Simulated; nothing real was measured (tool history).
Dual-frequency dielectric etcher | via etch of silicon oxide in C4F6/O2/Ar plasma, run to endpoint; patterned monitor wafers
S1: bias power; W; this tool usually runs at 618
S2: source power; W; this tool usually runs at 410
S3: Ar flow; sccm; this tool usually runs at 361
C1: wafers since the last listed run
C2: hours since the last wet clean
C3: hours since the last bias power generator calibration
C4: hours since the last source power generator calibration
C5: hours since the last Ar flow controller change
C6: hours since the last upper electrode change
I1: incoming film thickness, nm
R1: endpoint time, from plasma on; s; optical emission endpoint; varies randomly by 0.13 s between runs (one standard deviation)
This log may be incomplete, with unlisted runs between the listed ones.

run,hour,S1,S2,S3,C1,C2,C3,C4,C5,C6,I1,R1
1,0.0,618,470,416,0,310.9,1311.7,1628.6,1417.3,4542.9,198.6,40.3
2,70.4,618,470,416,960,381.3,1382.1,1699.0,1487.7,4613.3,200.0,40.6
3,262.8,717,410,361,2623,573.7,1574.5,1891.4,1680.1,4805.7,201.0,39.5
# hour 331.6: wet clean of the chamber
4,332.1,618,380,388,617,0.5,1643.8,1960.7,1749.4,4875.0,200.3,46.1
5,377.8,618,380,388,623,46.2,1689.5,2006.4,1795.1,4920.7,199.5,45.7
# hour 427.2: upper electrode replaced
6,427.7,618,380,388,353,96.1,1739.4,2056.3,1845.0,0.5,197.1,44.8
# hour 471.0: Ar flow controller replaced
7,485.5,618,410,361,706,153.9,1797.2,2114.1,14.5,58.3,198.3,43.0
8,528.3,618,410,361,583,196.7,1840.0,2156.9,57.3,101.1,200.0,43.1
9,556.0,618,410,361,377,224.4,1867.7,2184.6,85.0,128.8,198.7,43.0
10,612.0,618,410,361,763,280.4,1923.7,2240.6,141.0,184.8,198.0,42.6
11,674.9,618,410,361,857,343.3,1986.6,2303.5,203.9,247.7,199.8,42.8
# hour 687.3: bias power generator calibrated
12,712.2,618,450,361,454,380.6,24.9,2340.8,241.2,285.0,200.1,39.9
13,738.5,516,500,302,358,406.9,51.2,2367.1,267.5,311.3,200.5,40.3
14,816.4,570,350,361,1062,484.8,129.1,2445.0,345.4,389.2,198.1,46.9
15,866.4,502,320,400,681,534.8,179.1,2495.0,395.4,439.2,199.6,52.7
# hour 927.7: wet clean of the chamber
16,928.2,553,310,419,515,0.5,240.9,2556.8,457.2,501.0,198.5,53.3
17,956.2,618,410,390,381,28.5,268.9,2584.8,485.2,529.0,197.1,42.3
18,983.6,493,410,361,373,55.9,296.3,2612.2,512.6,556.4,200.6,47.5
19,1040.0,747,410,403,769,112.3,352.7,2668.6,569.0,612.8,198.7,39.3
20,1078.4,698,340,298,523,150.7,391.1,2707.0,607.4,651.2,196.7,42.5
21,1115.9,618,370,405,511,188.2,428.6,2744.5,644.9,688.7,198.2,45.0
# hour 1122.7: source power generator calibrated
22,1309.0,500,410,306,2578,381.3,621.7,186.3,838.0,881.8,197.3,44.9
23,1348.7,618,410,361,541,421.0,661.4,226.0,877.7,921.5,198.7,41.8
24,1397.5,618,410,390,665,469.8,710.2,274.8,926.5,970.3,199.6,42.5
25,1454.5,618,460,319,777,526.8,767.2,331.8,983.5,1027.3,197.5,38.3
26,1479.0,520,370,361,334,551.3,791.7,356.3,1008.0,1051.8,199.0,47.5
27,1510.5,528,410,361,429,582.8,823.2,387.8,1039.5,1083.3,198.2,44.2
28,1550.3,618,410,361,542,622.6,863.0,427.6,1079.3,1123.1,196.9,40.9
# hour 1620.6: wet clean of the chamber
29,1621.1,484,330,276,638,0.5,933.8,498.4,1150.1,1193.9,198.7,52.8

Hidden state, per run?
source power that arrives over what is set, %: 0, the same for each run
Ar flow that arrives over what is set, %: 0, the same for each run
H1: etch rate over this chamber's usual, %
H2: bias power that arrives over what is set, %
run,H1,H2
1,1.72,-3.56
2,2.15,-3.75
3,3.33,-4.26
4,0.0228,-4.44
5,0.303,-4.56
6,0.61,-4.7
7,0.965,-4.85
8,1.23,-4.96
9,1.4,-5.04
10,1.74,-5.19
11,2.13,-5.35
12,2.36,-0.065
13,2.52,-0.135
14,3,-0.342
15,3.3,-0.474
16,0.104,-0.638
17,0.276,-0.713
18,0.444,-0.785
19,0.791,-0.935
20,1.03,-1.04
21,1.26,-1.14
22,2.44,-1.65
23,2.69,-1.75
24,2.99,-1.88
25,3.34,-2.04
26,3.49,-2.1
27,3.68,-2.18
28,3.92,-2.29
29,-0.886,-2.48
